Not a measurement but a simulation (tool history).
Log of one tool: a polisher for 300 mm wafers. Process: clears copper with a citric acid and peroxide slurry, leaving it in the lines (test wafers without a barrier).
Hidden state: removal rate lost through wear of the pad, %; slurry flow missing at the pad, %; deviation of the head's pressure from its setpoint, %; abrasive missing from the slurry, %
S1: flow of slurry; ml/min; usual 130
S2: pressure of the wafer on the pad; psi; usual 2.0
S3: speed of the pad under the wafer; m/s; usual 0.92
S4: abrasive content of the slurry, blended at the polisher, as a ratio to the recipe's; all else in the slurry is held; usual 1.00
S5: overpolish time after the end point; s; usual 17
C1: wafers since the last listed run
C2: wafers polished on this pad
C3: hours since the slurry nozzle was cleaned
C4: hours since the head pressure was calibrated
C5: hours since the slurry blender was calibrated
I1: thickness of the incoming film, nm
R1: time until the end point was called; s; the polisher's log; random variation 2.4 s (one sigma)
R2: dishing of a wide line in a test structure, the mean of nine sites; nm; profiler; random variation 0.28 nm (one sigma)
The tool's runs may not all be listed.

run,hour,S1,S2,S3,S4,S5,C1,C2,C3,C4,C5,I1,R1,R2
1,0.0,130,2.0,0.92,1.00,17,0,1122,352.3,199.0,134.5,210.1,203.3,14.9
# hour 23.1: slurry nozzle cleaned
2,25.4,130,2.0,0.92,1.00,17,182,1304,2.3,224.4,159.9,206.7,198.7,14.5
3,39.9,130,2.0,0.92,1.00,17,108,1412,16.8,238.9,174.4,210.6,204.2,14.4
# hour 56.9: worn pad replaced by a new one
# hour 76.2: slurry blender recalibrated
4,76.7,130,2.0,0.92,1.00,17,229,132,53.6,275.7,0.5,212.3,186.4,16.1
5,143.6,130,2.0,0.92,1.00,17,499,632,120.5,342.6,67.4,210.4,191.3,15.6
# hour 168.8: head pressure recalibrated
6,169.3,130,2.0,0.92,0.90,17,176,808,146.2,0.5,93.1,213.5,202.5,15.0
7,194.0,130,2.0,0.92,0.90,17,184,993,170.9,25.2,117.8,207.5,200.2,14.6
8,229.3,130,2.3,0.92,1.00,17,263,1256,206.2,60.5,153.1,208.5,177.0,16.9
# hour 247.0: worn pad replaced by a new one
# hour 248.9: slurry blender recalibrated
9,252.9,130,2.0,0.92,0.80,17,131,29,229.8,84.1,4.0,208.2,189.3,15.3
10,355.2,130,2.0,0.92,0.80,17,763,793,332.1,186.4,106.3,206.3,203.3,15.1
# hour 383.6: slurry nozzle cleaned
11,412.2,130,2.0,0.92,1.00,15,417,1211,28.6,243.4,163.3,210.5,198.5,13.2
# hour 433.3: worn pad replaced by a new one
12,446.5,130,2.0,0.92,1.00,15,226,98,62.9,277.7,197.6,212.8,185.2,14.5
# hour 472.1: slurry blender recalibrated
13,474.1,170,2.0,1.18,1.15,25,191,289,90.5,305.3,2.0,210.9,139.4,30.0
14,505.1,130,2.0,0.92,1.00,17,231,521,121.5,336.3,33.0,211.6,201.6,15.0

Forecast run 15:
15,538.0,150,2.0,0.92,1.00,17,245,766,154.4,369.2,65.9,207.9,?,?

R1: 194.2 s
R2: 15.6 nm
Without the tool's hidden state the same run would have given R1 173.2 s, R2 17.4 nm.
